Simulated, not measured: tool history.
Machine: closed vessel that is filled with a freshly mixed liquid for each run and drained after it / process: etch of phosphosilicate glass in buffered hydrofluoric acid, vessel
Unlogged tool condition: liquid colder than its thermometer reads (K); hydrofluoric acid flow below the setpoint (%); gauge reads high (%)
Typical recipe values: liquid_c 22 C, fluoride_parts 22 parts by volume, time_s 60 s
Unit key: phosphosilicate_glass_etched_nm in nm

run	hour	liquid_c	fluoride_parts	time_s	wafers since the last listed run	hours since the thermometer was replaced	hours since the hydrofluoric acid flow meter was replaced	hours since the gauge calibration	read-back film thickness of the phosphosilicate glass reference wafer, read on the same gauge (nm)	phosphosilicate_glass_etched_nm
1	0	22	22	60	0	802.4	306.5	151.1	80.01	107.14
2	16.9	22	22	60	1813	819.3	323.4	168	80.01	106.82
3	29.4	22	22	60	1341	831.8	335.9	180.5	80.03	107.69
4	46.5	22	22	60	1834	848.9	353	197.6	80.01	106.93
5	59.9	22	22	60	1437	862.3	366.4	211	80	105.75
6	66.4	22	22	60	697	868.8	372.9	217.5	79.99	105.72
# hour 72.1: gauge calibrated
7	81	22	22	60	1566	883.4	387.5	8.9	79.97	104.56
8	88.1	25	22	50	761	890.5	394.6	16	79.98	104.55
9	102.5	22	22	60	1545	904.9	409	30.4	80	105.35
10	115.5	22	22	60	1395	917.9	422	43.4	80	105.57
11	123.9	22	22	60	901	926.3	430.4	51.8	79.96	104.08
12	135.6	19.5	26.5	60	1255	938	442.1	63.5	80.01	80.18
13	142.6	22	22	60	751	945	449.1	70.5	79.97	104.96
# hour 148.6: thermometer replaced
14	156	22	29	60	1330	7.4	462.5	83.9	80.03	97.63
15	173.8	18	29	40	1910	25.2	480.3	101.7	80.01	51.86
16	190.5	22	25.5	35	1792	41.9	497	118.4	80.01	62.22
# hour 195.5: hydrofluoric acid flow meter replaced
17	206.4	26	26.5	90	1598	57.8	10.9	134.3	80	195.07
18	221.9	22	22	60	1663	73.3	26.4	149.8	80.03	116.81
19	239.1	26	22	35	1845	90.5	43.6	167	80	85.18
20	251.5	22	28.5	45	1330	102.9	56	179.4	80.02	73.53
# hour 256.7: gauge calibrated
21	301.3	19	14.5	50	5344	152.7	105.8	44.6	79.98	121.44
22	316.1	22	22	60	1588	167.5	120.6	59.4	80	116.18
23	328.6	22	22	90	1341	180	133.1	71.9	80	173.9

For some of the steps in phosphosilicate_glass_etched_nm from one run to the next: how much would appear even if the tool had no hidden state, given the settings, what came in and random variation, and how much remains for the hidden state plus any gauge scatter that the measured result and the result without hidden state don't share?
Run 12 -> 13: liquid_c 19.5 -> 22, fluoride_parts 26.5 -> 22. phosphosilicate_glass_etched_nm +24.78 nm: hidden state -3.24, all else +28.02.
Run 13 -> 14: fluoride_parts 22 -> 29, thermometer replaced. phosphosilicate_glass_etched_nm -7.33 nm: hidden state +13.7, all else -21.03.
Run 16 -> 17: liquid_c 22 -> 26, fluoride_parts 25.5 -> 26.5, time_s 35 -> 90, hydrofluoric acid flow meter replaced. phosphosilicate_glass_etched_nm +132.85 nm: hidden state -1.65, all else +134.5.
Run 17 -> 18: liquid_c 26 -> 22, fluoride_parts 26.5 -> 22, time_s 90 -> 60. phosphosilicate_glass_etched_nm -78.26 nm: hidden state +0.68, all else -78.94.
